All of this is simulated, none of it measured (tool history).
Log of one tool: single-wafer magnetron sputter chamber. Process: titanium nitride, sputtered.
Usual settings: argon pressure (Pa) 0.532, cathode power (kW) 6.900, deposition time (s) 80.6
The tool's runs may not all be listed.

run   hour  argon pressure (Pa)  cathode power (kW)  deposition time (s)  wafers since the last listed run  wafers on the sputter target  hours since the last manometer calibration  hours since the magnet pack was replaced  hours since the gauge calibration  read-back reference wafer on the same gauge, thickness_nm  mean film thickness on the monitor wafer (nm)
  1    0.0                0.532               6.900                 80.6                                 0                          1858                                      2947.4                                   10157.6                               28.4                                                     84.615                                         96.025
  2    9.3                0.577               6.900                 80.6                               111                          1970                                      2956.7                                   10166.9                               37.7                                                     84.603                                         94.924
  3   27.2                0.532               6.900                 80.6                               214                          2184                                      2974.6                                   10184.8                               55.6                                                     84.673                                         95.907
  4   35.6                0.532               6.900                 80.6                               100                          2285                                      2983.0                                   10193.2                               64.0                                                     84.535                                         96.098
  5   46.1                0.532               6.900                 80.6                               125                          2411                                      2993.5                                   10203.7                               74.5                                                     84.637                                         96.032
  6   53.2                0.532               6.900                 80.6                                85                          2496                                      3000.6                                   10210.8                               81.6                                                     84.535                                         95.498
  7   65.5                0.532               6.900                 89.7                               147                          2643                                      3012.9                                   10223.1                               93.9                                                     84.666                                        106.472
      78.2  -- sputter target and shields replaced
  8   78.7                0.532               6.900                 80.6                                62                             5                                      3026.1                                   10236.3                              107.1                                                     84.592                                         96.617
  9   88.5                0.477               7.750                 80.6                               117                           122                                      3035.9                                   10246.1                              116.9                                                     84.558                                        110.607
 10   94.6                0.477               7.750                 80.6                                73                           195                                      3042.0                                   10252.2                              123.0                                                     84.565                                        111.052
 11  103.6                0.477               7.750                 80.6                               107                           303                                      3051.0                                   10261.2                              132.0                                                     84.594                                        111.075
 12  115.3                0.532               6.900                 80.6                               140                           444                                      3062.7                                   10272.9                              143.7                                                     84.618                                         96.835
 13  127.7                0.628               8.350                 70.1                               148                           592                                      3075.1                                   10285.3                              156.1                                                     84.636                                         98.752
     136.9  -- capacitance manometer re-zeroed and calibrated
     136.9  -- magnet pack replaced
 14  137.4                0.353               7.850                 74.3                                20                           612                                         0.5                                       0.5                              165.8                                                     84.482                                        108.287
 15  145.6                0.363               5.700                 80.6                                98                           711                                         8.7                                       8.7                              174.0                                                     84.511                                         84.946
 16  163.2                0.428               6.300                 96.1                               210                           922                                        26.3                                      26.3                              191.6                                                     84.617                                        108.879
 17  169.7                0.532               7.850                 80.6                                77                          1000                                        32.8                                      32.8                              198.1                                                     84.573                                        110.009
 18  180.5                0.731               5.600                 65.0                               129                          1129                                        43.6                                      43.6                              208.9                                                     84.571                                         59.046
 19  190.0                0.532               6.900                 72.8                               113                          1243                                        53.1                                      53.1                              218.4                                                     84.609                                         86.979
 20  205.9                0.461               6.900                 80.6                               190                          1433                                        69.0                                      69.0                              234.3                                                     84.533                                         99.018
 21  216.3                0.532               6.900                 80.6                               124                          1558                                        79.4                                      79.4                              244.7                                                     84.665                                         96.627
 22  229.5                0.532               6.900                 65.6                               158                          1716                                        92.6                                      92.6                              257.9                                                     84.572                                         78.553
 23  240.8                0.532               6.900                 80.6                               135                          1852                                       103.9                                     103.9                              269.2                                                     84.610                                         96.229
 24  247.2                0.657               7.800                 71.9                                76                          1928                                       110.3                                     110.3                              275.6                                                     84.602                                         92.921
     258.5  -- gauge calibrated
 25  259.0                0.391               5.350                 89.1                               141                          2070                                       122.1                                     122.1                                0.5                                                     84.503                                         86.264

The next listed run, before its measurement:
 26  267.7                0.532               6.000                 76.5                               104                          2174                                       130.8                                     130.8                                9.2                                                          ?                                              ?

read-back reference wafer on the same gauge, thickness_nm: 84.593
mean film thickness on the monitor wafer (nm): 79.272
Without the tool's hidden state the same run would have given mean film thickness on the monitor wafer (nm) 80.098.
